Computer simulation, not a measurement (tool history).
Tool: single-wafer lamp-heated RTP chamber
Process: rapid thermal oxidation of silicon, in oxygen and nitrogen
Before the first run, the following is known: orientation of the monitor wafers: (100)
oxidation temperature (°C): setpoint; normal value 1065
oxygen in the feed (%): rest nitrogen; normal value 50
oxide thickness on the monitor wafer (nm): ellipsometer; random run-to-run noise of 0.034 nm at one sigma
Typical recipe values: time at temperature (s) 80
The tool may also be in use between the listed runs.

run,hour,oxidation temperature (°C),time at temperature (s),oxygen in the feed (%),wafers since the last listed run,wafers since the last pyrometer calibration,hours since the oxygen flow controller was replaced,hours since the gauge calibration,"read-back reference wafer on the same gauge, thickness",oxide thickness on the monitor wafer (nm)
1,0,1065,80,50,0,3103,1873.4,234.4,6.524,7.956
# hour 54: pyrometer window cleaned and pyrometer calibrated
2,68,1065,62,50,603,140,1941.4,302.4,6.503,6.83
3,107,1065,71,50,392,532,1980.4,341.4,6.514,7.203
4,214.5,1065,80,50,1081,1614,2087.9,448.9,6.506,7.773
5,308,1065,80,50,940,2554,2181.4,542.4,6.511,7.928
# hour 325.9: oxygen flow controller replaced
6,356.5,1065,80,50,407,2961,30.6,590.9,6.511,7.91
7,410.6,1065,80,50,544,3505,84.7,645,6.497,7.999
# hour 422.7: pyrometer window cleaned and pyrometer calibrated
8,459.8,1065,80,50,414,373,133.9,694.2,6.522,7.744
# hour 482.9: gauge calibrated
9,497,1065,80,66,374,747,171.1,14.1,6.508,8.511
10,585,1079,96,50,885,1632,259.1,102.1,6.509,9.219
11,669.7,1086,80,50,851,2484,343.8,186.8,6.516,9.124
12,754,1065,80,50,847,3332,428.1,271.1,6.51,7.978
# hour 805.9: pyrometer window cleaned and pyrometer calibrated
13,818.8,1074,67,66,571,129,492.9,335.9,6.501,8.328
14,899.5,1036,112,37,811,941,573.6,416.6,6.505,6.608

State the hidden condition of the tool at each of the runs:
deviation of the oxygen flow from its setpoint, %: 0 in every run
gauge reads high (%): 0 in every run
H1: true wafer temperature minus pyrometer reading, K
run,H1
1,5.66
2,0.0817
3,0.231
4,1.54
5,3.75
6,5.29
7,7.33
8,0.865
9,1.1
10,2.29
11,4.27
12,7.05
13,0.375
14,0.866
